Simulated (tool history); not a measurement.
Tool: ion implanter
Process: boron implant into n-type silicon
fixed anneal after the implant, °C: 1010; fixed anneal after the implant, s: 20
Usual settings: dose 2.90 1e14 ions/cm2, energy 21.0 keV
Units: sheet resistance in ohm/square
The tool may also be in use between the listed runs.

run    hour  dose  energy  read-back reference wafer on the same gauge, sheet resistance  sheet resistance
  1     0.0  2.90    21.0                                                         278.93            334.07
  2    48.2  2.90    21.0                                                         279.12            333.87
  3   118.0  2.90    21.0                                                         278.98            334.67
  4   163.3  2.30    21.0                                                         279.20            397.80
  5   223.2  2.30    21.0                                                         278.83            397.93
  6   265.9  2.90    21.0                                                         278.98            329.77
  7   314.6  2.90    21.0                                                         279.11            328.97
      446.3  -- Faraday cup replaced and dose calibrated
  8   590.0  2.90    21.0                                                         278.85            328.97
  9   689.7  2.90    21.0                                                         279.16            325.95
 10   758.8  2.90    21.0                                                         279.09            325.60
 11   845.5  2.90    21.0                                                         279.37            322.85
 12   891.0  2.90    21.0                                                         278.96            319.86
      907.5  -- extraction supply calibrated
      958.5  -- Faraday cup replaced and dose calibrated
 13   959.0  2.90    23.0                                                         279.09            330.37
 14  1053.4  2.90    23.0                                                         278.85            328.28
 15  1102.1  2.90    24.5                                                         279.14            326.27
 16  1266.2  2.90    24.5                                                         279.39            322.59
 17  1361.0  2.90    24.5                                                         279.10            319.74
 18  1467.1  2.90    18.5                                                         278.89            326.30
     1489.1  -- Faraday cup replaced and dose calibrated
 19  1532.5  2.90    26.5                                                         279.12            327.20
 20  1608.1  2.12    16.5                                                         279.17            442.27
 21  1654.0  2.90    21.0                                                         278.94            335.31
 22  1694.9  2.90    27.0                                                         279.15            325.07
     1699.0  -- gauge calibrated
 23  1754.9  2.90    21.0                                                         278.90            330.70
 24  1804.6  3.64    17.5                                                         278.69            280.07
 25  1870.0  3.14    21.0                                                         279.00            308.59
 26  1907.8  2.90    25.5                                                         279.38            319.36
     1997.5  -- Faraday cup replaced and dose calibrated
 27  2015.4  2.90    21.0                                                         278.95            330.18
 28  2068.9  2.12    25.5                                                         279.40            417.76
 29  2123.8  2.90    21.0                                                         278.76            328.69
 30  2176.6  3.27    28.0                                                         279.14            291.70
 31  2265.8  2.90    21.0                                                         279.03            325.14
 32  2344.1  2.90    26.5                                                         278.84            316.67
 33  2443.7  3.62    15.0                                                         279.03            278.46
 34  2537.3  3.73    28.0                                                         279.05            250.10
     2564.2  -- Faraday cup replaced and dose calibrated
 35  2578.5  3.33    14.5                                                         279.21            310.41
 36  2660.0  2.90    21.0                                                         278.78            330.73

Measured less the same run without the tool's hidden state. The same run-to-run variation is in both; the gauge's scatter may not be:
The hidden state here: deviation of the true dose from the Faraday cup's reading, %; deviation of the true energy from its setpoint, %; gauge reads high (%).
run  sheet resistance
  1             +1.35
  2             +1.20
  3             +0.61
  4             -0.03
  5             -1.40
  6             -2.15
  7             -3.50
  8             -2.01
  9             -3.77
 10             -5.53
 11             -8.29
 12             -9.94
 13             +1.46
 14             +1.04
 15             +0.49
 16             -2.87
 17             -5.87
 18            -10.52
 19             +3.42
 20             +3.96
 21             +2.32
 22             +1.54
 23             +0.26
 24             -0.93
 25             -3.00
 26             -4.45
 27             -2.15
 28             -2.96
 29             -2.87
 30             -3.19
 31             -5.41
 32             -7.36
 33             -9.72
 34            -11.89
 35             +0.58
 36             +0.19
